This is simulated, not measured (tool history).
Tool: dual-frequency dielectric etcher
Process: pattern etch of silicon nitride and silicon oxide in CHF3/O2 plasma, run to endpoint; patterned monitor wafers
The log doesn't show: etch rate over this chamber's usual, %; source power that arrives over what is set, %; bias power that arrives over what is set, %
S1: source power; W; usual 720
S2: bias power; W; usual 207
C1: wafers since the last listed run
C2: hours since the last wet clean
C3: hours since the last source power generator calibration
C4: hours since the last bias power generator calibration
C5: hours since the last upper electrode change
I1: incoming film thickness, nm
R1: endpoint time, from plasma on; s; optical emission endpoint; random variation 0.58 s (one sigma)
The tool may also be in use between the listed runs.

run 1 hour=0.0 | S1=720 S2=207 | C1=0 C2=147.9 C3=1477.5 C4=3870.9 C5=1761.3 | I1=323.3 | R1=196.3
run 2 hour=60.3 | S1=580 S2=207 | C1=612 C2=208.2 C3=1537.8 C4=3931.2 C5=1821.6 | I1=318.7 | R1=205.1
run 3 hour=99.0 | S1=720 S2=207 | C1=392 C2=246.9 C3=1576.5 C4=3969.9 C5=1860.3 | I1=320.5 | R1=193.1
run 4 hour=140.9 | S1=720 S2=207 | C1=425 C2=288.8 C3=1618.4 C4=4011.8 C5=1902.2 | I1=321.1 | R1=195.4
run 5 hour=166.7 | S1=810 S2=207 | C1=261 C2=314.6 C3=1644.2 C4=4037.6 C5=1928.0 | I1=322.5 | R1=188.4
run 6 hour=216.4 | S1=680 S2=178 | C1=504 C2=364.3 C3=1693.9 C4=4087.3 C5=1977.7 | I1=320.4 | R1=206.8
-- hour=354.0 bias power generator calibrated
-- hour=380.4 wet clean of the chamber
run 7 hour=405.1 | S1=680 S2=178 | C1=1631 C2=24.7 C3=1882.6 C4=51.1 C5=2166.4 | I1=323.9 | R1=205.9
-- hour=424.1 source power generator calibrated
-- hour=454.3 upper electrode replaced
run 8 hour=467.5 | S1=570 S2=184 | C1=349 C2=87.1 C3=43.4 C4=113.5 C5=13.2 | I1=320.5 | R1=214.1
run 9 hour=528.0 | S1=570 S2=175 | C1=614 C2=147.6 C3=103.9 C4=174.0 C5=73.7 | I1=320.5 | R1=219.3
run 10 hour=571.2 | S1=720 S2=207 | C1=438 C2=190.8 C3=147.1 C4=217.2 C5=116.9 | I1=321.2 | R1=193.6

Run 11 comes next. What will it give?
run 11 hour=642.8 | S1=810 S2=179 | C1=726 C2=262.4 C3=218.7 C4=288.8 C5=188.5 | I1=320.5 | R1=?

Run 11 gave R1 193.7 s.
Without the tool's hidden state the same run would have given R1 191.9 s.

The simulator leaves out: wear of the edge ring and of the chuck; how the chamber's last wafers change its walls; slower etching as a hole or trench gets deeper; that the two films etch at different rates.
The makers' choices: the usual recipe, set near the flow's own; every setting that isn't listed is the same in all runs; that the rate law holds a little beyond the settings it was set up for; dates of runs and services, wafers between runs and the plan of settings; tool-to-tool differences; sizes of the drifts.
